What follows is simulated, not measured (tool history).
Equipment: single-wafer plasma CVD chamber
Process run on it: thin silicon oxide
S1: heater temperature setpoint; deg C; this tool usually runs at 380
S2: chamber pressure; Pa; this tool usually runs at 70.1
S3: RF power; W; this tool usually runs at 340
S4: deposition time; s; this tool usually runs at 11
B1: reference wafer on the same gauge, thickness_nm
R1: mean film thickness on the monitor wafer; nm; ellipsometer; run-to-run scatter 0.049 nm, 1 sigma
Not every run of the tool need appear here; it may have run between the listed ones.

run,hour,S1,S2,S3,S4,B1,R1
1,0,380,70.1,365,11,15.711,12.948
2,14.8,380,70.1,365,11,15.709,12.923
3,29.7,380,70.1,365,11,15.702,12.961
# hour 47.4: thermocouple changed; heater temperature recalibrated
4,47.9,380,81.6,340,11,15.704,14.651
# hour 57.2: RF generator calibrated
5,61,380,81.6,340,11,15.716,14.591
6,83.1,380,81.6,340,11,15.679,14.704
7,98.7,380,70.1,340,11,15.719,12.595
8,108.2,380,70.1,340,11,15.69,12.611
9,122.5,380,70.1,340,11,15.718,12.522
10,136.1,395,70.1,360,11,15.696,12.699
11,148.2,380,70.1,365,11,15.677,12.841
12,193.7,380,70.1,340,11,15.692,12.465
13,203.9,380,86.5,340,12.8,15.704,18.004
14,214,380,60.3,340,11,15.687,10.643
15,231,380,70.1,340,11,15.694,12.479

For run 16, what comes out?
16,244.2,384,81.9,390,9.1,?,?

B1: 15.711
R1: 12.544 nm
With no hidden state in the tool, this same run would have given R1 13.61 nm.
